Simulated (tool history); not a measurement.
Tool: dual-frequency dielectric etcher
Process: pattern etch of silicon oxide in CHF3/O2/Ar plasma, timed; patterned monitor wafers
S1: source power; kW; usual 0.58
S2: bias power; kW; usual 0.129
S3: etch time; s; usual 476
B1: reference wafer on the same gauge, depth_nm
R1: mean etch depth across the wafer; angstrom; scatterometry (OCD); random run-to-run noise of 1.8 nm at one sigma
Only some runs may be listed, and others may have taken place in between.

run   hour    S1     S2     S3     B1     R1
  1      0  0.58  0.129    505  841.3   8286
  2   30.7  0.58  0.129    505    841   8291
  3   71.2  0.58  0.129    476  840.9   7811
  4    106   0.5   0.12    476    841   7123
  5  131.9  0.58  0.129  418.5  840.9   6850
  6  169.7  0.58  0.129  418.5  841.2   6834
     243.5  -- wet clean of the chamber
  7    244  0.62  0.129    476  840.8   7928
     263.5  -- bias power generator calibrated
  8  289.8  0.58  0.138    476  841.3   7891
     304.3  -- source power generator calibrated
  9  337.3  0.58  0.129    476  840.8   7687
     383.4  -- upper electrode replaced
     407.3  -- wet clean of the chamber, repeated, since the last time left the tool worse
 10  407.8  0.63  0.142    522  840.9   9203
 11  454.4  0.58  0.129  519.5  841.1   8514
 12  489.6  0.58   0.15    592  840.8  10254
 13  516.8  0.58  0.129    476  841.1   7790
       530  -- gauge calibrated
 14  577.3  0.51  0.099  353.5  840.9   5008
 15  607.4  0.54  0.129    476  841.2   7570
 16  665.9  0.58  0.139    436  841.2   7307

4 options for the next run, each taken on its own from the tool as it stands now. Forecast them:
  A  666.4  0.46  0.129    476   ?   ?
  B  666.4  0.48  0.119    476   ?   ?
  C  666.4   0.7  0.129    431   ?   ?
  D  666.4  0.54  0.158  364.5   ?   ?

run     B1    R1
  A  841.1  7056
  B  841.1  6985
  C  841.1  7629
  D  841.1  6216
The same runs, with their run-to-run variation unchanged, on a tool lacking any hidden condition would have given:
run    R1
  A  7114
  B  7042
  C  7692
  D  6267
